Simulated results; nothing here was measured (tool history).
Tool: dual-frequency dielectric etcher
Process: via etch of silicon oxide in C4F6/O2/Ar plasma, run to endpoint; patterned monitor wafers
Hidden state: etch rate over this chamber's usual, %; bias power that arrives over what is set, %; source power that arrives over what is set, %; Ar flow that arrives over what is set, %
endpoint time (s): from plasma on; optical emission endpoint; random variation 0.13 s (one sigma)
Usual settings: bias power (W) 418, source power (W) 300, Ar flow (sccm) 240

run,hour,bias power (W),source power (W),Ar flow (sccm),wafers since the last listed run,hours since the last wet clean,hours since the last bias power generator calibration,hours since the last source power generator calibration,hours since the last Ar flow controller change,hours since the last upper electrode change,"incoming incoming film thickness, nm",endpoint time (s)
1,0,418,300,240,0,74.9,987.5,2281.5,467.9,901.1,114.7,26.9
2,107.9,418,300,240,2094,182.8,1095.4,2389.4,575.8,1009,113.8,26.2
3,168.5,418,300,240,1176,243.4,1156,2450,636.4,1069.6,113.9,26.4
4,274.1,418,300,240,2049,349,1261.6,2555.6,742,1175.2,113.2,25.7
5,349.7,418,300,240,1467,424.6,1337.2,2631.2,817.6,1250.8,114.7,26
# hour 419.4: wet clean of the chamber
6,428.9,418,300,240,1071,9.5,1416.4,2710.4,896.8,1330,114.2,26.4
7,485.4,418,300,240,1096,66,1472.9,2766.9,953.3,1386.5,115.4,26.6
8,554.8,418,300,240,1347,135.4,1542.3,2836.3,1022.7,1455.9,113.5,26
9,647.1,418,300,240,1791,227.7,1634.6,2928.6,1115,1548.2,113,25.6
10,717.9,418,300,240,1374,298.5,1705.4,2999.4,1185.8,1619,112.8,25.7
11,804.4,418,300,240,1678,385,1791.9,3085.9,1272.3,1705.5,112.6,25.4
12,871.9,418,300,240,1310,452.5,1859.4,3153.4,1339.8,1773,114.1,25.3
# hour 953: wet clean of the chamber
13,953.5,418,300,240,1118,0.5,1941,3235,1421.4,1854.6,113.8,26.5
14,991.8,418,300,297,743,38.8,1979.3,3273.3,1459.7,1892.9,114,27
15,1062.6,418,300,240,1374,109.6,2050.1,3344.1,1530.5,1963.7,113.2,26.1
# hour 1072.8: bias power generator calibrated
# hour 1128: Ar flow controller replaced
16,1168.6,418,260,287,1863,215.6,95.8,3450.1,40.6,2069.7,113.4,27.5
17,1408,418,320,240,4646,455,335.2,3689.5,280,2309.1,113.8,25.1
# hour 1475.6: upper electrode replaced
# hour 1489.4: wet clean of the chamber
18,1493.1,337,350,223,917,3.7,420.3,3774.6,365.1,17.5,111.9,26
# hour 1540.3: source power generator calibrated
19,1561.3,355,380,203,1246,71.9,488.5,21,433.3,85.7,113.2,24.8
20,1718.5,516,250,290,3051,229.1,645.7,178.2,590.5,242.9,114,26
21,1806.2,341,300,293,1702,316.8,733.4,265.9,678.2,330.6,114.9,27.8
22,1849.8,473,300,265,846,360.4,777,309.5,721.8,374.2,113.8,24.8
23,1891.6,337,350,223,811,402.2,818.8,351.3,763.6,416,113.5,25.4
24,1945.3,387,330,183,1042,455.9,872.5,405,817.3,469.7,112.7,24.1
25,2049.8,501,360,223,2028,560.4,977,509.5,921.8,574.2,114.2,22.4
# hour 2075.6: wet clean of the chamber
26,2154.6,418,300,240,1568,79,1081.8,614.3,1026.6,679,113.4,25.9
27,2227.7,418,300,240,1418,152.1,1154.9,687.4,1099.7,752.1,113.5,26.1

How the hidden state differs across the entries between the runs, from the last listed run before each to the first after it:
Between runs 5 and 6: wet clean of the chamber (hour 419.4)
  etch rate over this chamber's usual, %: 2.27 -> -0.134
  measured less the result without the state, endpoint time (s): -0.6 -> +0.1
Between runs 12 and 13: wet clean of the chamber (hour 953)
  etch rate over this chamber's usual, %: 4.09 -> -0.741
  measured less the result without the state, endpoint time (s): -1.1 -> +0.2
Between runs 15 and 16: bias power generator calibrated (hour 1072.8); Ar flow controller replaced (hour 1128)
  etch rate over this chamber's usual, %: 0.298 -> 1.31
  measured less the result without the state, endpoint time (s): -0.1 -> -0.4
Between runs 17 and 18: upper electrode replaced (hour 1475.6); wet clean of the chamber (hour 1489.4)
  etch rate over this chamber's usual, %: 3.59 -> 0.344
  measured less the result without the state, endpoint time (s): -0.9 -> +0
Between runs 18 and 19: source power generator calibrated (hour 1540.3)
  etch rate over this chamber's usual, %: 0.344 -> 0.994
  measured less the result without the state, endpoint time (s): +0 -> -0.3
Between runs 25 and 26: wet clean of the chamber (hour 2075.6)
  etch rate over this chamber's usual, %: 5.65 -> 0.483
  measured less the result without the state, endpoint time (s): -1.2 -> -0.1

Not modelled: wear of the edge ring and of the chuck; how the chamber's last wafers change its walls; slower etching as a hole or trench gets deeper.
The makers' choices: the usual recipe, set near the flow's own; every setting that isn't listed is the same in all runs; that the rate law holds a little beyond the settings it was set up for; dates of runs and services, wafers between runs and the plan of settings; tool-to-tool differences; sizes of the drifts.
